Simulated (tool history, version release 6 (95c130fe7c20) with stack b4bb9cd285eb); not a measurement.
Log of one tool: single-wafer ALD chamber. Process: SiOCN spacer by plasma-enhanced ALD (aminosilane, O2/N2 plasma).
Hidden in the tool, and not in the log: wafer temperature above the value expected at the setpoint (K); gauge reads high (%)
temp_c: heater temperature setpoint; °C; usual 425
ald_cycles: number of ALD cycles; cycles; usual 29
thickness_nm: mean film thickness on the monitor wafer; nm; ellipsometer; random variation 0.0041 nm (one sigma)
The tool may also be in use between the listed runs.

run	hour	temp_c	ald_cycles	wafers since the last listed run	hours since the last thermocouple change	hours since the gauge calibration	read-back reference wafer on the same gauge, thickness_nm	thickness_nm
1	0	433	29	0	1611.4	493.6	1.48	1.515
2	28.4	425	26	294	1639.8	522	1.48	1.403
3	86.4	425	29	600	1697.8	580	1.48	1.553
4	142.8	425	29	583	1754.2	636.4	1.481	1.554
5	205.6	425	29	650	1817	699.2	1.48	1.566
6	261	425	29	573	1872.4	754.6	1.481	1.549
7	296.6	425	29	368	1908	790.2	1.479	1.552
8	344	425	29	490	1955.4	837.6	1.48	1.551
9	388.5	425	29	460	1999.9	882.1	1.48	1.559
10	416.3	425	29	287	2027.7	909.9	1.48	1.563
11	446.4	425	33	311	2057.8	940	1.48	1.779
12	470.4	425	33	248	2081.8	964	1.48	1.778
13	525.3	425	33	568	2136.7	1018.9	1.479	1.782
14	590.8	425	31	678	2202.2	1084.4	1.479	1.669
15	626.9	425	29	373	2238.3	1120.5	1.48	1.566
16	652.6	425	29	266	2264	1146.2	1.479	1.571
# hour 704.3: thermocouple changed; heater temperature recalibrated
17	788.5	418	29	1324	84.2	1282.1	1.479	1.572
18	815.5	434	27	279	111.2	1309.1	1.48	1.387
19	882.4	435	32	692	178.1	1376	1.479	1.651
20	934.1	435	27	535	229.8	1427.7	1.48	1.386
21	994	436	24	620	289.7	1487.6	1.48	1.232
22	1053.3	435	24	614	349	1546.9	1.481	1.233
23	1119.2	421	34	682	414.9	1612.8	1.48	1.823
24	1175.1	425	29	578	470.8	1668.7	1.481	1.546
# hour 1192.8: gauge calibrated
25	1227.7	425	24	544	523.4	34.9	1.48	1.275
26	1279.3	425	29	534	575	86.5	1.479	1.541
27	1305.1	414	32	267	600.8	112.3	1.481	1.764
28	1374.8	413	25	721	670.5	182	1.479	1.379
29	1404.1	418	29	303	699.8	211.3	1.48	1.574
30	1453.2	438	34	508	748.9	260.4	1.481	1.739
31	1492.9	413	29	411	788.6	300.1	1.48	1.615
32	1544.8	425	29	537	840.5	352	1.48	1.556
33	1686.9	437	25	1471	982.6	494.1	1.48	1.284
34	1725.6	420	32	400	1021.3	532.8	1.48	1.737

Measured less the same run without the tool's hidden state. The same run-to-run variation is in both; the gauge's scatter may not be:
run	thickness_nm
1	+0.014
2	+0.013
3	+0.015
4	+0.016
5	+0.016
6	+0.017
7	+0.018
8	+0.017
9	+0.018
10	+0.019
11	+0.022
12	+0.022
13	+0.023
14	+0.022
15	+0.022
16	+0.021
17	-0.004
18	-0.003
19	-0.003
20	-0.002
21	-0.001
22	-0.001
23	-0.001
24	+0.001
25	+0.001
26	+0.002
27	+0.002
28	+0.003
29	+0.003
30	+0.005
31	+0.004
32	+0.005
33	+0.006
34	+0.008

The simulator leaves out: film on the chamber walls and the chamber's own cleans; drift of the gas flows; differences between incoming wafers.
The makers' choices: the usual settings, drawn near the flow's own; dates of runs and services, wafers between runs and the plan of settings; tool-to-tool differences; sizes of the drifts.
